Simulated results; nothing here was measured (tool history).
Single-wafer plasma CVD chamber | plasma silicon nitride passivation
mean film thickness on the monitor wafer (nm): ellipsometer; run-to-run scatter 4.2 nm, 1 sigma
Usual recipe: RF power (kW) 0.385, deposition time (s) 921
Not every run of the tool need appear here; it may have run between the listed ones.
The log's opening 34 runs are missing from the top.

| run | hour | RF power (kW) | deposition time (s) | read-back reference wafer on the same gauge, thickness_nm | mean film thickness on the monitor wafer (nm) |
|---|---|---|---|---|---|
| 35 | 1762.9 | 0.385 | 921 | 1159.567 | 1354.786 |
| 36 | 1822.7 | 0.34 | 781 | 1159.659 | 1119.9 |
| 37 | 1853.8 | 0.45 | 921 | 1160.771 | 1394.086 |
| 38 | 1921 | 0.31 | 790 | 1160.404 | 1114.806 |
| 39 | 1976.5 | 0.32 | 921 | 1159.028 | 1311.466 |
| 40 | 2038.9 | 0.415 | 921 | 1159.647 | 1369.12 |
| 41 | 2102.9 | 0.385 | 921 | 1159.621 | 1348.772 |
| 42 | 2158.2 | 0.44 | 1028 | 1159.435 | 1543.039 |
| 43 | 2359.9 | 0.46 | 759 | 1160.231 | 1146.831 |
| 44 | 2405.5 | 0.385 | 1037 | 1159.745 | 1516.114 |

Here are 3 independent what-if runs from the current tool condition. What would each one return?
| A | 2406.2 | 0.385 | 921 | ? | ? |
| B | 2406.2 | 0.385 | 818 | ? | ? |
| C | 2406.2 | 0.425 | 845 | ? | ? |

| run | read-back reference wafer on the same gauge, thickness_nm | mean film thickness on the monitor wafer (nm) |
|---|---|---|
| A | 1160.736 | 1340.43 |
| B | 1160.736 | 1190.523 |
| C | 1160.736 | 1253.248 |
Take away the tool's hidden state, keep each run's random variation, and the runs would have read:
| run | mean film thickness on the monitor wafer (nm) |
|---|---|
| A | 1354.856 |
| B | 1203.336 |
| C | 1266.736 |

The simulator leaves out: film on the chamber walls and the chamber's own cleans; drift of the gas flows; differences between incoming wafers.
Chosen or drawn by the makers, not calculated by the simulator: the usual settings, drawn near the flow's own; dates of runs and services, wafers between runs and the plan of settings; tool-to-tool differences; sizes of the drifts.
